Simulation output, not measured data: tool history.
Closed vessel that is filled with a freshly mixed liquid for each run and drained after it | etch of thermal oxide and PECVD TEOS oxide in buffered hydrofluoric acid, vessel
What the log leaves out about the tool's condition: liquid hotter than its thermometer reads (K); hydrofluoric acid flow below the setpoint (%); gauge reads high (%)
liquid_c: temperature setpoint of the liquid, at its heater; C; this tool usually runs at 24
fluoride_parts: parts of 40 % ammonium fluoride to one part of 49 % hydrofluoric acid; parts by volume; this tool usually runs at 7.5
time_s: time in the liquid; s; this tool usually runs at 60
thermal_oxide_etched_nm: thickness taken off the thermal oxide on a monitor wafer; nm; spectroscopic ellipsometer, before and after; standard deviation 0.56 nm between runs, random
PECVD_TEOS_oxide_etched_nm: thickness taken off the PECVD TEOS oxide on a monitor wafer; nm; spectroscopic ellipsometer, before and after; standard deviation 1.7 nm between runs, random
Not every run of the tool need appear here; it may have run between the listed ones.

run    hour  liquid_c  fluoride_parts  time_s  wafers since the last listed run  hours since the thermometer was replaced  hours since the hydrofluoric acid flow meter was replaced  hours since the gauge calibration  read-back film thickness of the thermal oxide reference wafer, read on the same gauge (nm)  read-back film thickness of the PECVD TEOS oxide reference wafer, read on the same gauge (nm)  thermal_oxide_etched_nm  PECVD_TEOS_oxide_etched_nm
  1       0        22               9      60                                 0                                    2173.3                                                      980.1                             2395.7                                                                                       80.01                                                                                             60                    61.28                      208.67
  2    42.5        24             7.5      85                              6090                                    2215.8                                                     1022.6                             2438.2                                                                                          80                                                                                          60.01                   118.38                      402.77
  3   103.3        24             7.5      85                              8712                                    2276.6                                                     1083.4                               2499                                                                                       79.97                                                                                          59.98                   118.27                      396.81
      135.2  -- hydrofluoric acid flow meter replaced
  4   163.5        24             7.5      85                              8483                                    2336.8                                                       28.3                             2559.2                                                                                       80.01                                                                                          59.99                   119.21                       404.2
  5   195.4        24             7.5      60                              4571                                    2368.7                                                       60.2                             2591.1                                                                                       80.02                                                                                          60.01                    85.02                      280.93
  6   230.1        24             7.5      60                              4972                                    2403.4                                                       94.9                             2625.8                                                                                       80.01                                                                                             60                    85.38                      283.33
  7   300.9        27             6.5      85                             10145                                    2474.2                                                      165.7                             2696.6                                                                                       79.97                                                                                             60                   161.94                      545.33
  8   335.3        21             7.5      60                              4929                                    2508.6                                                      200.1                               2731                                                                                       80.04                                                                                          60.01                     71.6                      239.62
  9   367.5        24               9      60                              4614                                    2540.8                                                      232.3                             2763.2                                                                                       80.01                                                                                          60.02                    69.04                      231.11
 10   405.8        24             7.5      60                              5488                                    2579.1                                                      270.6                             2801.5                                                                                       79.99                                                                                             60                     84.2                      284.38
      424.2  -- gauge calibrated
      431.3  -- thermometer replaced
 11   453.8        22               9      60                              6734                                      22.5                                                      318.6                               29.6                                                                                       79.99                                                                                          60.01                    61.61                      209.59
 12     485      21.5            10.5      90                              4470                                      53.7                                                      349.8                               60.8                                                                                       80.02                                                                                          59.99                    80.31                      271.95
 13   552.3        21             7.5      30                              9643                                       121                                                      417.1                              128.1                                                                                          80                                                                                          59.99                    35.45                       119.6
 14   605.7        24             7.5      60                              7652                                     174.4                                                      470.5                              181.5                                                                                       80.01                                                                                          59.99                    84.03                      283.27
 15   661.2      26.5               6      90                              7952                                     229.9                                                        526                                237                                                                                       80.01                                                                                          60.02                   175.99                      593.85
 16   685.6      26.5               5      60                              3496                                     254.3                                                      550.4                              261.4                                                                                       80.02                                                                                          59.97                   138.81                      463.73
 17   727.6        24             7.5      60                              6018                                     296.3                                                      592.4                              303.4                                                                                       79.99                                                                                          59.98                    83.88                      283.72
 18   778.9        26             7.5      30                              7351                                     347.6                                                      643.7                              354.7                                                                                       79.99                                                                                          59.99                    46.41                       158.7
 19     826        24             7.5      60                              6749                                     394.7                                                      690.8                              401.8                                                                                       79.95                                                                                          59.98                    83.93                      282.61
 20   896.8        26             5.5      30                             10145                                     465.5                                                      761.6                              472.6                                                                                       80.01                                                                                          60.03                    61.81                      206.83
 21   936.2        22             5.5      40                              5645                                     504.9                                                        801                                512                                                                                       80.01                                                                                             60                    65.49                      223.72
 22   999.7        24             7.5      60                              9099                                     568.4                                                      864.5                              575.5                                                                                          80                                                                                          59.98                    84.73                      282.26
 23  1050.2        24             7.5      60                              7236                                     618.9                                                        915                                626                                                                                       80.03                                                                                          60.01                    84.35                      281.73
 24  1083.3        28               5      95                              4743                                       652                                                      948.1                              659.1                                                                                       80.02                                                                                             60                   237.95                      799.46
     1216.7  -- hydrofluoric acid flow meter replaced
 25  1294.2      26.5             7.5      80                             30077                                     862.9                                                       77.5                                870                                                                                       80.03                                                                                          60.01                    128.8                      432.36
 26  1334.8      20.5             5.5      70                              5817                                     903.5                                                      118.1                              910.6                                                                                       79.97                                                                                          60.01                   106.67                      360.88

Hidden condition of the tool, last listed run before each entry between runs versus first listed run after:
After run 3, before run 4: hydrofluoric acid flow meter replaced (hour 135.2)
  both runs share identical hidden conditions
After run 10, before run 11: gauge calibrated (hour 424.2); thermometer replaced (hour 431.3)
  both runs share identical hidden conditions
After run 24, before run 25: hydrofluoric acid flow meter replaced (hour 1216.7)
  both runs share identical hidden conditions
